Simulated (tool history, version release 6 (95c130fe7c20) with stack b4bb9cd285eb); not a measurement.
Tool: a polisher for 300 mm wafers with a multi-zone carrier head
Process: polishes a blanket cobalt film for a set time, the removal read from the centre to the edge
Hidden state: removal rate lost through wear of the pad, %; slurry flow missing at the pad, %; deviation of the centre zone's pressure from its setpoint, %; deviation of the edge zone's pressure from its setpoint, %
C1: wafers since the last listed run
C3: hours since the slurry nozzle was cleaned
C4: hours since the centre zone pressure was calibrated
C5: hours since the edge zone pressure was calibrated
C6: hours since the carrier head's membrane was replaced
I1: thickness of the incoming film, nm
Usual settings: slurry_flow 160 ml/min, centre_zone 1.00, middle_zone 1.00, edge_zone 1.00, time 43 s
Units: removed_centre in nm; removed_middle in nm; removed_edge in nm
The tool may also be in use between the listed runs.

run 1 hour=0.0 | slurry_flow=160 centre_zone=1.00 middle_zone=1.00 edge_zone=1.00 time=43 | C1=0 wafers_polished_on_this_pad=1808 C3=426.7 C4=768.0 C5=49.7 C6=1483.8 | I1=1329.3 | removed_centre=209.0 removed_middle=210.0 removed_edge=210.7
-- hour=30.2 worn pad replaced by a new one
run 2 hour=89.3 | slurry_flow=160 centre_zone=1.00 middle_zone=1.00 edge_zone=1.00 time=43 | C1=912 wafers_polished_on_this_pad=631 C3=516.0 C4=857.3 C5=139.0 C6=1573.1 | I1=1320.5 | removed_centre=210.8 removed_middle=209.0 removed_edge=208.6
run 3 hour=156.6 | slurry_flow=160 centre_zone=1.00 middle_zone=1.00 edge_zone=1.00 time=43 | C1=719 wafers_polished_on_this_pad=1351 C3=583.3 C4=924.6 C5=206.3 C6=1640.4 | I1=1335.1 | removed_centre=210.2 removed_middle=209.2 removed_edge=207.7
-- hour=224.7 worn pad replaced by a new one
run 4 hour=260.7 | slurry_flow=160 centre_zone=1.00 middle_zone=1.00 edge_zone=1.00 time=43 | C1=1070 wafers_polished_on_this_pad=385 C3=687.4 C4=1028.7 C5=310.4 C6=1744.5 | I1=1327.5 | removed_centre=215.6 removed_middle=210.2 removed_edge=210.8
-- hour=332.2 slurry nozzle cleaned
run 5 hour=347.6 | slurry_flow=160 centre_zone=1.00 middle_zone=1.00 edge_zone=1.00 time=43 | C1=918 wafers_polished_on_this_pad=1303 C3=15.4 C4=1115.6 C5=397.3 C6=1831.4 | I1=1302.8 | removed_centre=218.5 removed_middle=209.9 removed_edge=211.7
-- hour=354.0 edge zone pressure recalibrated
-- hour=393.1 worn pad replaced by a new one
run 6 hour=444.0 | slurry_flow=160 centre_zone=1.00 middle_zone=1.00 edge_zone=1.00 time=37 | C1=966 wafers_polished_on_this_pad=543 C3=111.8 C4=1212.0 C5=90.0 C6=1927.8 | I1=1322.4 | removed_centre=192.0 removed_middle=178.7 removed_edge=180.0
run 7 hour=487.6 | slurry_flow=160 centre_zone=1.00 middle_zone=1.00 edge_zone=1.00 time=37 | C1=466 wafers_polished_on_this_pad=1010 C3=155.4 C4=1255.6 C5=133.6 C6=1971.4 | I1=1340.2 | removed_centre=189.3 removed_middle=179.4 removed_edge=180.7
run 8 hour=552.7 | slurry_flow=140 centre_zone=0.96 middle_zone=1.00 edge_zone=1.08 time=58 | C1=696 wafers_polished_on_this_pad=1706 C3=220.5 C4=1320.7 C5=198.7 C6=2036.5 | I1=1339.6 | removed_centre=281.6 removed_middle=273.4 removed_edge=286.5
-- hour=565.7 carrier head's membrane replaced by a new one
-- hour=616.3 worn pad replaced by a new one
run 9 hour=643.3 | slurry_flow=160 centre_zone=1.00 middle_zone=1.00 edge_zone=1.00 time=43 | C1=872 wafers_polished_on_this_pad=288 C3=311.1 C4=1411.3 C5=289.3 C6=77.6 | I1=1305.3 | removed_centre=224.1 removed_middle=209.4 removed_edge=211.9
run 10 hour=693.3 | slurry_flow=130 centre_zone=1.07 middle_zone=0.92 edge_zone=1.06 time=43 | C1=534 wafers_polished_on_this_pad=823 C3=361.1 C4=1461.3 C5=339.3 C6=127.6 | I1=1339.6 | removed_centre=230.1 removed_middle=187.1 removed_edge=210.5
run 11 hour=738.2 | slurry_flow=160 centre_zone=1.00 middle_zone=1.00 edge_zone=1.00 time=43 | C1=480 wafers_polished_on_this_pad=1303 C3=406.0 C4=1506.2 C5=384.2 C6=172.5 | I1=1336.8 | removed_centre=227.6 removed_middle=208.5 removed_edge=209.5
-- hour=746.6 edge zone pressure recalibrated
-- hour=763.9 centre zone pressure recalibrated
run 12 hour=801.7 | slurry_flow=115 centre_zone=0.88 middle_zone=1.00 edge_zone=1.05 time=29 | C1=636 wafers_polished_on_this_pad=1939 C3=469.5 C4=37.8 C5=55.1 C6=236.0 | I1=1337.2 | removed_centre=111.7 removed_middle=129.7 removed_edge=139.3
-- hour=826.4 worn pad replaced by a new one
run 13 hour=852.2 | slurry_flow=185 centre_zone=1.12 middle_zone=1.00 edge_zone=1.00 time=43 | C1=497 wafers_polished_on_this_pad=275 C3=520.0 C4=88.3 C5=105.6 C6=286.5 | I1=1336.6 | removed_centre=236.4 removed_middle=218.7 removed_edge=220.0
run 14 hour=983.2 | slurry_flow=130 centre_zone=0.93 middle_zone=1.00 edge_zone=1.04 time=43 | C1=1400 wafers_polished_on_this_pad=1676 C3=651.0 C4=219.3 C5=236.6 C6=417.5 | I1=1337.5 | removed_centre=177.5 removed_middle=200.3 removed_edge=209.1

4 ways to go on from here, each from the tool as it stands after run 14. What would each give?
run A hour=983.6 | slurry_flow=160 centre_zone=1.00 middle_zone=1.03 edge_zone=1.00 time=43 | C1=4 wafers_polished_on_this_pad=1681 C3=651.4 C4=219.7 C5=237.0 C6=417.9 | I1=1294.1 | removed_centre=? removed_middle=? removed_edge=?
run B hour=983.6 | slurry_flow=160 centre_zone=1.00 middle_zone=1.00 edge_zone=1.11 time=43 | C1=4 wafers_polished_on_this_pad=1681 C3=651.4 C4=219.7 C5=237.0 C6=417.9 | I1=1294.1 | removed_centre=? removed_middle=? removed_edge=?
run C hour=983.6 | slurry_flow=160 centre_zone=1.00 middle_zone=1.08 edge_zone=1.00 time=43 | C1=4 wafers_polished_on_this_pad=1681 C3=651.4 C4=219.7 C5=237.0 C6=417.9 | I1=1294.1 | removed_centre=? removed_middle=? removed_edge=?
run D hour=983.6 | slurry_flow=160 centre_zone=1.09 middle_zone=1.08 edge_zone=1.11 time=50 | C1=4 wafers_polished_on_this_pad=1681 C3=651.4 C4=219.7 C5=237.0 C6=417.9 | I1=1294.1 | removed_centre=? removed_middle=? removed_edge=?

run=A removed_centre=203.7 removed_middle=215.0 removed_edge=209.6
run=B removed_centre=203.7 removed_middle=210.0 removed_edge=220.8
run=C removed_centre=203.8 removed_middle=223.2 removed_edge=209.5
run=D removed_centre=258.5 removed_middle=259.4 removed_edge=256.5
Without the tool's hidden state the same runs would have given:
run=A removed_centre=204.5 removed_middle=215.0 removed_edge=209.6
run=B removed_centre=204.5 removed_middle=210.0 removed_edge=220.8
run=C removed_centre=204.6 removed_middle=223.2 removed_edge=209.5
run=D removed_centre=259.5 removed_middle=259.4 removed_edge=256.5
